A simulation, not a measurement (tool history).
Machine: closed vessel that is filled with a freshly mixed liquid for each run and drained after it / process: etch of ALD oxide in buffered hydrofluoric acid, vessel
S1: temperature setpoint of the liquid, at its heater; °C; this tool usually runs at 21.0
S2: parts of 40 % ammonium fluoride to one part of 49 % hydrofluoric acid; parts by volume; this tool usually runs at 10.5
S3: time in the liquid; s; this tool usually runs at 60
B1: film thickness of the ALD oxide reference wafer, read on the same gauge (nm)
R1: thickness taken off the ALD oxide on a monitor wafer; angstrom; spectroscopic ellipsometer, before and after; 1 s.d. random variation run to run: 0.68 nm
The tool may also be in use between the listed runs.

{"run": 1, "hour": 0.0, "S1": 21.0, "S2": 7.5, "S3": 70, "B1": 80.0, "R1": 1556.7}
{"run": 2, "hour": 63.2, "S1": 21.0, "S2": 7.5, "S3": 70, "B1": 80.01, "R1": 1542.3}
{"run": 3, "hour": 129.0, "S1": 21.0, "S2": 7.5, "S3": 70, "B1": 80.0, "R1": 1544.9}
{"run": 4, "hour": 199.7, "S1": 21.0, "S2": 10.5, "S3": 80, "B1": 80.0, "R1": 1305.6}
{"run": 5, "hour": 228.0, "S1": 21.0, "S2": 10.5, "S3": 60, "B1": 80.01, "R1": 962.5}
{"run": 6, "hour": 266.8, "S1": 21.0, "S2": 10.5, "S3": 60, "B1": 80.0, "R1": 966.7}
{"run": 7, "hour": 305.2, "S1": 19.0, "S2": 10.5, "S3": 35, "B1": 80.0, "R1": 504.8}
{"run": 8, "hour": 361.7, "S1": 19.0, "S2": 10.5, "S3": 35, "B1": 80.0, "R1": 503.3}
{"run": 9, "hour": 411.5, "S1": 21.0, "S2": 10.5, "S3": 60, "B1": 79.99, "R1": 965.3}
{"hour": 461.4, "done": "gauge calibrated"}
{"run": 10, "hour": 469.0, "S1": 21.0, "S2": 10.5, "S3": 50, "B1": 79.99, "R1": 802.0}
{"run": 11, "hour": 536.0, "S1": 21.0, "S2": 11.5, "S3": 60, "B1": 79.99, "R1": 873.7}
{"run": 12, "hour": 568.6, "S1": 21.0, "S2": 10.5, "S3": 60, "B1": 80.02, "R1": 968.2}
{"hour": 609.3, "done": "hydrofluoric acid flow meter replaced"}
{"run": 13, "hour": 630.3, "S1": 24.5, "S2": 7.0, "S3": 60, "B1": 80.0, "R1": 1766.5}
{"hour": 673.0, "done": "thermometer replaced"}
{"run": 14, "hour": 681.2, "S1": 21.0, "S2": 10.5, "S3": 60, "B1": 80.01, "R1": 999.7}
{"run": 15, "hour": 709.1, "S1": 18.5, "S2": 10.5, "S3": 35, "B1": 80.01, "R1": 507.8}
{"run": 16, "hour": 745.6, "S1": 26.0, "S2": 13.0, "S3": 30, "B1": 79.99, "R1": 531.4}
{"run": 17, "hour": 802.6, "S1": 23.0, "S2": 9.0, "S3": 75, "B1": 80.02, "R1": 1559.5}
{"run": 18, "hour": 833.7, "S1": 21.0, "S2": 6.5, "S3": 35, "B1": 80.01, "R1": 904.5}
{"run": 19, "hour": 897.1, "S1": 18.5, "S2": 12.5, "S3": 30, "B1": 80.0, "R1": 363.9}
{"run": 20, "hour": 929.1, "S1": 21.0, "S2": 10.5, "S3": 60, "B1": 80.01, "R1": 984.6}

What will run 21 give?
{"run": 21, "hour": 971.0, "S1": 21.0, "S2": 13.0, "S3": 60, "B1": "?", "R1": "?"}

Run 21 measured B1 80.00, R1 799.6 angstrom.
If the tool had no hidden condition, the same run with the same run-to-run variation would have returned R1 811.9 angstrom.
